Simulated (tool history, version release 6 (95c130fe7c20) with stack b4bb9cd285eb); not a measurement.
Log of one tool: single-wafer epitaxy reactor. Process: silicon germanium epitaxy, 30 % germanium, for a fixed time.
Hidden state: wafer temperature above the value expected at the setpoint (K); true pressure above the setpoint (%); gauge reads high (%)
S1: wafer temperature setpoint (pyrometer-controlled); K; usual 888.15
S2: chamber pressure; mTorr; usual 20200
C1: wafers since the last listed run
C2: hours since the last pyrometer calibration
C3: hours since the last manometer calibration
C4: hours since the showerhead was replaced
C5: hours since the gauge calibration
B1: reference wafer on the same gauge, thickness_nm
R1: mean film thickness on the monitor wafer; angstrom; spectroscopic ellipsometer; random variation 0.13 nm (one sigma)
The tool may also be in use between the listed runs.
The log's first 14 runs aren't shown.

run 15 day=7.933 | S1=888.15 S2=18300 | C1=303 C2=2377.7 C3=1740.0 C4=42.8 C5=284.3 | B1=85.903 | R1=793.58
-- day=8.538 gauge calibrated
-- day=8.671 capacitance manometer re-zeroed and calibrated
run 16 day=8.692 | S1=898.15 S2=16800 | C1=184 C2=2395.9 C3=0.5 C4=61.0 C5=3.7 | B1=85.867 | R1=860.96
run 17 day=9.050 | S1=876.15 S2=17100 | C1=155 C2=2404.5 C3=9.1 C4=69.6 C5=12.3 | B1=85.903 | R1=574.52
run 18 day=9.692 | S1=883.15 S2=23400 | C1=278 C2=2419.9 C3=24.5 C4=85.0 C5=27.7 | B1=85.852 | R1=806.55
run 19 day=10.329 | S1=884.15 S2=20200 | C1=276 C2=2435.2 C3=39.8 C4=100.3 C5=43.0 | B1=85.889 | R1=754.25
-- day=10.858 pyrometer calibrated
run 20 day=10.938 | S1=895.15 S2=23000 | C1=119 C2=1.9 C3=54.4 C4=114.9 C5=57.6 | B1=85.900 | R1=915.00
run 21 day=11.500 | S1=895.15 S2=20200 | C1=244 C2=15.4 C3=67.9 C4=128.4 C5=71.1 | B1=85.900 | R1=848.90
run 22 day=11.908 | S1=899.15 S2=23600 | C1=177 C2=25.2 C3=77.7 C4=138.2 C5=80.9 | B1=85.932 | R1=1003.47
run 23 day=12.254 | S1=888.15 S2=20200 | C1=150 C2=33.5 C3=86.0 C4=146.5 C5=89.2 | B1=85.930 | R1=742.60
run 24 day=12.812 | S1=883.15 S2=16400 | C1=242 C2=46.9 C3=99.4 C4=159.9 C5=102.6 | B1=85.861 | R1=586.32
run 25 day=13.454 | S1=880.15 S2=20200 | C1=278 C2=62.3 C3=114.8 C4=175.3 C5=118.0 | B1=85.910 | R1=638.70
run 26 day=13.708 | S1=896.15 S2=16300 | C1=110 C2=68.4 C3=120.9 C4=181.4 C5=124.1 | B1=85.935 | R1=749.90
run 27 day=14.029 | S1=892.15 S2=22000 | C1=139 C2=76.1 C3=128.6 C4=189.1 C5=131.8 | B1=85.927 | R1=849.65
run 28 day=14.367 | S1=888.15 S2=20200 | C1=146 C2=84.2 C3=136.7 C4=197.2 C5=139.9 | B1=85.911 | R1=746.48
run 29 day=14.854 | S1=882.15 S2=20200 | C1=211 C2=95.9 C3=148.4 C4=208.9 C5=151.6 | B1=85.926 | R1=662.83
run 30 day=15.146 | S1=903.15 S2=23600 | C1=126 C2=102.9 C3=155.4 C4=215.9 C5=158.6 | B1=85.889 | R1=1091.14
run 31 day=15.742 | S1=874.15 S2=15800 | C1=258 C2=117.2 C3=169.7 C4=230.2 C5=172.9 | B1=85.881 | R1=478.51

Forecast each of these 4 alternatives for the next run:
run A day=15.758 | S1=878.15 S2=20200 | C1=7 C2=117.6 C3=170.1 C4=230.6 C5=173.3 | B1=? | R1=?
run B day=15.758 | S1=877.15 S2=21600 | C1=7 C2=117.6 C3=170.1 C4=230.6 C5=173.3 | B1=? | R1=?
run C day=15.758 | S1=883.15 S2=20200 | C1=7 C2=117.6 C3=170.1 C4=230.6 C5=173.3 | B1=? | R1=?
run D day=15.758 | S1=874.15 S2=22000 | C1=7 C2=117.6 C3=170.1 C4=230.6 C5=173.3 | B1=? | R1=?

run=A B1=85.887 R1=617.71
run=B B1=85.887 R1=631.68
run=C B1=85.887 R1=681.05
run=D B1=85.887 R1=602.04
Without the tool's hidden state the same runs would have given:
run=A R1=610.32
run=B R1=624.12
run=C R1=672.89
run=D R1=594.84
